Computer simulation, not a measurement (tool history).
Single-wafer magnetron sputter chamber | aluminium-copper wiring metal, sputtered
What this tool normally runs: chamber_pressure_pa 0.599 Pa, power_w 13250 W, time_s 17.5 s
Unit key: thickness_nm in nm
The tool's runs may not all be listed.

run     day  chamber_pressure_pa  power_w  time_s  wafers since the last listed run  wafers on the sputter target  hours since the last manometer calibration  hours since the magnet pack was replaced  hours since the gauge calibration  read-back reference wafer on the same gauge, thickness_nm  thickness_nm
  1   0.000                0.599    13250    17.5                                 0                          5546                                       975.2                                    8736.4                               53.4                                                    373.680       447.129
  2   0.292                0.599    13250    17.5                               210                          5756                                       982.2                                    8743.4                               60.4                                                    373.333       448.917
  3   0.692                0.599    13250    17.5                               288                          6045                                       991.8                                    8753.0                               70.0                                                    372.913       447.996
  4   1.238                0.599    13250    17.5                               394                          6440                                      1004.9                                    8766.1                               83.1                                                    372.849       445.470
  5   1.658                0.599    13250    17.5                               304                          6744                                      1015.0                                    8776.2                               93.2                                                    373.030       448.439
  6   1.925                0.599    13250    17.5                               192                          6936                                      1021.4                                    8782.6                               99.6                                                    373.497       450.420
  7   2.492                0.599    13250    15.1                               409                          7346                                      1035.0                                    8796.2                              113.2                                                    373.986       387.420
  8   2.954                0.599    13250    15.1                               334                          7680                                      1046.1                                    8807.3                              124.3                                                    373.795       388.848
  9   3.492                0.599    13250    15.1                               388                          8068                                      1059.0                                    8820.2                              137.2                                                    372.398       386.597
      3.829  -- sputter target and shields replaced
 10   3.992                0.599    13250    17.5                               120                           118                                      1071.0                                    8832.2                              149.2                                                    372.453       449.434
 11   4.571                0.599    13250    17.5                               418                           536                                      1084.9                                    8846.1                              163.1                                                    372.908       449.002
 12   5.062                0.599    13250    17.5                               355                           891                                      1096.7                                    8857.9                              174.9                                                    372.872       451.277
      5.300  -- gauge calibrated
      5.762  -- capacitance manometer re-zeroed and calibrated
 13   5.783                0.698    15100    21.0                               279                          1171                                         0.5                                    8875.2                               11.6                                                    372.636       523.463
 14   5.958                0.416    10100    17.5                               126                          1298                                         4.7                                    8879.4                               15.8                                                    373.111       378.449
 15   6.233                0.599    13250    17.5                               198                          1496                                        11.3                                    8886.0                               22.4                                                    372.943       420.918
 16   6.525                0.768    13250    14.0                               210                          1707                                        18.3                                    8893.0                               29.4                                                    372.134       293.096
 17   6.821                0.831    15600    20.6                               213                          1921                                        25.4                                    8900.1                               36.5                                                    372.789       475.371
 18   7.083                0.599    13250    15.4                               189                          2111                                        31.7                                    8906.4                               42.8                                                    372.335       368.560
      8.008  -- magnet pack replaced
 19   8.771                0.661    13250    16.3                               978                          3089                                        72.2                                      18.3                               83.3                                                    373.106       375.735
 20   9.058                0.376    15900    20.5                               207                          3297                                        79.1                                      25.2                               90.2                                                    373.804       712.764
 21   9.646                0.366    11200    14.8                               424                          3721                                        93.2                                      39.3                              104.3                                                    372.762       374.122
 22  10.275                0.599    13250    17.5                               454                          4176                                       108.3                                      54.4                              119.4                                                    373.056       426.317
 23  10.833                0.599    14450    20.3                               403                          4579                                       121.7                                      67.8                              132.8                                                    372.997       537.259
 24  11.258                0.416    10100    17.5                               307                          4886                                       131.9                                      78.0                              143.0                                                    373.691       389.241
 25  11.629                0.481    11450    19.0                               267                          5154                                       140.8                                      86.9                              151.9                                                    373.204       443.699

Alternative continuations, all from the tool just after run 25; predict every row:
  A  11.646                0.599    13250    17.5                                12                          5166                                       141.2                                      87.3                              152.3                                                          ?             ?
  B  11.646                0.599    12000    20.0                                12                          5166                                       141.2                                      87.3                              152.3                                                          ?             ?
  C  11.646                0.599    11400    17.5                                12                          5166                                       141.2                                      87.3                              152.3                                                          ?             ?
  D  11.646                0.387    14700    17.5                                12                          5166                                       141.2                                      87.3                              152.3                                                          ?             ?

run  read-back reference wafer on the same gauge, thickness_nm  thickness_nm
  A                                                    373.681       428.784
  B                                                    373.681       446.252
  C                                                    373.681       372.079
  D                                                    373.681       562.609
Stripped of hidden state, with their random variation kept, the same runs would have yielded:
run  thickness_nm
  A       417.926
  B       434.951
  C       362.657
  D       556.480
